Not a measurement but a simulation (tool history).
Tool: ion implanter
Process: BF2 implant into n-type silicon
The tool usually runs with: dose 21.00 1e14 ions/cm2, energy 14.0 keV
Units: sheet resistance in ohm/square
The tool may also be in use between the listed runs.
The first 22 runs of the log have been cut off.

run,hour,dose,energy,"read-back reference wafer on the same gauge, sheet resistance",sheet resistance
23,576.7,15.32,15.5,249.37,221.52
# hour 585.8: Faraday cup replaced and dose calibrated
24,592.6,16.25,17.0,249.56,210.94
25,615.8,21.00,14.0,249.59,222.60
26,637.8,22.83,18.5,249.55,194.95
27,655.1,21.00,14.0,250.04,223.18
28,683.1,21.00,14.0,250.05,222.84
29,704.4,19.21,18.5,249.91,198.47
30,718.5,21.00,14.0,250.16,223.18
31,751.6,21.00,14.0,250.54,223.28
32,774.5,26.33,12.0,250.35,232.83
33,807.0,21.00,14.0,250.50,223.64

Run 34 is up next; what results do you expect?
34,828.2,18.53,17.0,?,?

{"run 34": {"read-back reference wafer on the same gauge, sheet resistance": 250.52, "sheet resistance": 208.29}}
On a tool with no hidden condition, and with the same random variation, this run would have come out at sheet resistance 207.00 ohm/square.
